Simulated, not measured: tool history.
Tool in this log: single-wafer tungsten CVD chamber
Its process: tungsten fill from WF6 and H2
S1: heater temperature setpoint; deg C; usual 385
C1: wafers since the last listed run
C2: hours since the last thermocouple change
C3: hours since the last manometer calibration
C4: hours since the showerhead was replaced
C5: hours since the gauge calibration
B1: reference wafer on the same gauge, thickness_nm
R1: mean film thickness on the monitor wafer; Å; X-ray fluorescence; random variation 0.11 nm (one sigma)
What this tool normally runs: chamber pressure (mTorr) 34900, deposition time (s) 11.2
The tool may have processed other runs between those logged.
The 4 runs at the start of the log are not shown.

Run 5, hour 151.2: usual settings; C1 650; C2 2117.4; C3 660.4; C4 4494.6; C5 853.1; B1 24.113. Result: R1 254.62 Å.
Run 6, hour 184.3: usual settings; C1 606; C2 2150.5; C3 693.5; C4 4527.7; C5 886.2; B1 24.104. Result: R1 255.08 Å.
Run 7, hour 209.7: usual settings; C1 465; C2 2175.9; C3 718.9; C4 4553.1; C5 911.6; B1 24.124. Result: R1 254.85 Å.
Run 8, hour 243.1: usual settings; C1 612; C2 2209.3; C3 752.3; C4 4586.5; C5 945; B1 24.1. Result: R1 255.08 Å.
Run 9, hour 267.6: usual settings; C1 449; C2 2233.8; C3 776.8; C4 4611; C5 969.5; B1 24.087. Result: R1 254.89 Å.
Run 10, hour 320.2: usual settings; C1 964; C2 2286.4; C3 829.4; C4 4663.6; C5 1022.1; B1 24.076. Result: R1 251.88 Å.
Run 11, hour 383.8: usual settings; C1 1165; C2 2350; C3 893; C4 4727.2; C5 1085.7; B1 24.099. Result: R1 252.09 Å.
Run 12, hour 450.7: usual settings; C1 1226; C2 2416.9; C3 959.9; C4 4794.1; C5 1152.6; B1 24.123. Result: R1 248.73 Å.
Run 13, hour 510.5: usual settings but chamber pressure (mTorr) 39500; C1 1095; C2 2476.7; C3 1019.7; C4 4853.9; C5 1212.4; B1 24.08. Result: R1 272.03 Å.
Run 14, hour 563.3: usual settings but chamber pressure (mTorr) 39500; C1 967; C2 2529.5; C3 1072.5; C4 4906.7; C5 1265.2; B1 24.091. Result: R1 270.97 Å.
At hour 603.8: thermocouple changed; heater temperature recalibrated.
Run 15, hour 613.2: usual settings but chamber pressure (mTorr) 39500; C1 767; C2 9.4; C3 1122.4; C4 4956.6; C5 1315.1; B1 24.09. Result: R1 297.6 Å.
Run 16, hour 675.6: usual settings but S1 378 deg C, chamber pressure (mTorr) 28400; C1 1143; C2 71.8; C3 1184.8; C4 5019; C5 1377.5; B1 24.091. Result: R1 200.5 Å.
At hour 687.9: showerhead replaced.
At hour 711.2: capacitance manometer re-zeroed and calibrated.
Run 17, hour 711.5: usual settings; C1 364; C2 107.7; C3 0.3; C4 23.6; C5 1413.4; B1 24.068. Result: R1 273.02 Å.
Run 18, hour 776.5: usual settings but chamber pressure (mTorr) 37400; C1 1191; C2 172.7; C3 65.3; C4 88.6; C5 1478.4; B1 24.12. Result: R1 285.84 Å.
Run 19, hour 802.5: usual settings; C1 476; C2 198.7; C3 91.3; C4 114.6; C5 1504.4; B1 24.078. Result: R1 273.47 Å.
At hour 804.6: gauge calibrated.
Run 20, hour 830.5: usual settings but S1 378 deg C, deposition time (s) 10.2; C1 513; C2 226.7; C3 119.3; C4 142.6; C5 25.9; B1 24.11. Result: R1 211.09 Å.
Run 21, hour 875.8: usual settings but deposition time (s) 9.3; C1 830; C2 272; C3 164.6; C4 187.9; C5 71.2; B1 24.129. Result: R1 227.34 Å.
Run 22, hour 935.6: usual settings but chamber pressure (mTorr) 42600; C1 1095; C2 331.8; C3 224.4; C4 247.7; C5 131; B1 24.112. Result: R1 309.76 Å.
Run 23, hour 965.8: usual settings but chamber pressure (mTorr) 40400; C1 553; C2 362; C3 254.6; C4 277.9; C5 161.2; B1 24.11. Result: R1 300.09 Å.
Run 24, hour 999.7: usual settings but deposition time (s) 10.4; C1 621; C2 395.9; C3 288.5; C4 311.8; C5 195.1; B1 24.077. Result: R1 252.95 Å.
Run 25, hour 1058: usual settings but chamber pressure (mTorr) 32100, deposition time (s) 13.1; C1 1068; C2 454.2; C3 346.8; C4 370.1; C5 253.4; B1 24.099. Result: R1 301.27 Å.

Predict the results of run 26:
Run 26, hour 1101.9: usual settings but S1 374 deg C, chamber pressure (mTorr) 26500, deposition time (s) 12.1; C1 804; C2 498.1; C3 390.7; C4 414; C5 297.3; B1 ?. Result: R1 ?.

{"run 26": {"B1": 24.091, "R1": 184.39}}
Take away the tool's hidden state, keep the run-to-run variation as it was, and the same run would have given R1 184.07 Å.

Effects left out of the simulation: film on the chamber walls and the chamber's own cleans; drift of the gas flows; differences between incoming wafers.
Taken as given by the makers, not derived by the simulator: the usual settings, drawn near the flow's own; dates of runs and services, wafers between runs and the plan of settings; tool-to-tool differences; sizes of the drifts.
